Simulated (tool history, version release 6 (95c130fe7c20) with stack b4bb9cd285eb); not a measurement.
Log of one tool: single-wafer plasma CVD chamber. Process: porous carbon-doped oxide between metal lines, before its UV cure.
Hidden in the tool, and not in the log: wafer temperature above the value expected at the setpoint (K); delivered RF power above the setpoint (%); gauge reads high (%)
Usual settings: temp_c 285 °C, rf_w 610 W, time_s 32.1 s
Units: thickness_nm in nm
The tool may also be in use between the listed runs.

run	hour	temp_c	rf_w	time_s	wafers since the last listed run	hours since the last thermocouple change	hours since the last RF generator calibration	hours since the showerhead was replaced	hours since the gauge calibration	read-back reference wafer on the same gauge, thickness_nm	thickness_nm
1	0.0	285	680	32.1	0	496.4	576.0	7440.5	1925.5	207.800	230.237
2	41.4	285	610	29.6	900	537.8	617.4	7481.9	1966.9	207.397	196.437
3	104.7	285	610	32.1	1376	601.1	680.7	7545.2	2030.2	207.479	212.877
4	159.4	285	610	32.1	1189	655.8	735.4	7599.9	2084.9	207.419	213.790
5	301.4	285	610	32.1	3087	797.8	877.4	7741.9	2226.9	207.563	212.869
6	337.0	285	610	32.1	774	833.4	913.0	7777.5	2262.5	207.588	211.982
7	384.6	285	545	28.2	1034	881.0	960.6	7825.1	2310.1	207.377	171.276
8	452.9	285	545	28.2	1485	949.3	1028.9	7893.4	2378.4	207.432	171.198
# hour 492.8: gauge calibrated
# hour 500.2: RF generator calibrated
9	500.7	285	545	28.2	865	997.1	0.5	7941.2	7.9	217.508	181.282
10	524.3	285	610	28.6	513	1020.7	24.1	7964.8	31.5	216.907	198.343
11	575.7	285	610	28.6	1117	1072.1	75.5	8016.2	82.9	216.524	197.673
12	611.1	285	610	28.6	769	1107.5	110.9	8051.6	118.3	216.110	199.657
13	645.0	285	610	32.1	737	1141.4	144.8	8085.5	152.2	215.216	221.798
14	697.3	285	655	32.1	1137	1193.7	197.1	8137.8	204.5	215.004	233.295
15	809.1	285	610	32.1	2430	1305.5	308.9	8249.6	316.3	213.810	220.745
# hour 845.1: showerhead replaced
16	845.5	285	520	26.0	617	1341.9	345.3	0.4	352.7	213.741	158.497
17	886.5	276	610	32.1	891	1382.9	386.3	41.4	393.7	213.504	233.532
18	939.7	281	715	32.1	1156	1436.1	439.5	94.6	446.9	212.777	251.870
19	1036.0	276	610	29.9	2093	1532.4	535.8	190.9	543.2	212.376	215.936
20	1104.5	279	610	38.4	1489	1600.9	604.3	259.4	611.7	211.798	271.051
21	1159.0	293	610	32.1	1184	1655.4	658.8	313.9	666.2	211.649	204.896
22	1227.5	294	610	34.7	1489	1723.9	727.3	382.4	734.7	211.262	219.418
23	1275.6	285	720	34.6	1045	1772.0	775.4	430.5	782.8	210.794	262.867
24	1314.4	293	610	32.1	843	1810.8	814.2	469.3	821.6	210.399	204.785
25	1347.8	285	680	32.1	726	1844.2	847.6	502.7	855.0	210.637	234.427
# hour 1392.4: thermocouple changed; heater temperature recalibrated
26	1399.8	272	610	28.7	956	7.4	899.6	554.7	907.0	210.095	214.378
27	1462.8	298	665	33.8	1369	70.4	962.6	617.7	970.0	210.080	221.089
28	1528.3	285	570	32.1	1424	135.9	1028.1	683.2	1035.5	210.040	205.509
29	1592.8	274	610	32.1	1402	200.4	1092.6	747.7	1100.0	209.702	234.288
30	1648.3	295	650	36.8	1206	255.9	1148.1	803.2	1155.5	209.799	238.714
# hour 1700.9: RF generator calibrated
31	1701.9	285	610	32.1	991	309.5	1.0	856.8	1209.1	209.355	213.173
32	1743.7	285	610	32.1	908	351.3	42.8	898.6	1250.9	209.668	214.168
33	1800.2	296	610	32.1	1228	407.8	99.3	955.1	1307.4	209.293	200.861

5 ways to go on from here, each from the tool as it stands after run 33. What would each give?
A	1800.6	285	610	35.9	8	408.2	99.7	955.5	1307.8	?	?
B	1800.6	285	660	32.1	8	408.2	99.7	955.5	1307.8	?	?
C	1800.6	285	610	27.2	8	408.2	99.7	955.5	1307.8	?	?
D	1800.6	299	610	32.1	8	408.2	99.7	955.5	1307.8	?	?
E	1800.6	285	680	26.3	8	408.2	99.7	955.5	1307.8	?	?

run	read-back reference wafer on the same gauge, thickness_nm	thickness_nm
A	209.195	239.193
B	209.195	227.323
C	209.195	182.705
D	209.195	195.145
E	209.195	191.464
Without the tool's hidden state the same runs would have given:
run	thickness_nm
A	249.254
B	236.884
C	190.390
D	203.353
E	199.517

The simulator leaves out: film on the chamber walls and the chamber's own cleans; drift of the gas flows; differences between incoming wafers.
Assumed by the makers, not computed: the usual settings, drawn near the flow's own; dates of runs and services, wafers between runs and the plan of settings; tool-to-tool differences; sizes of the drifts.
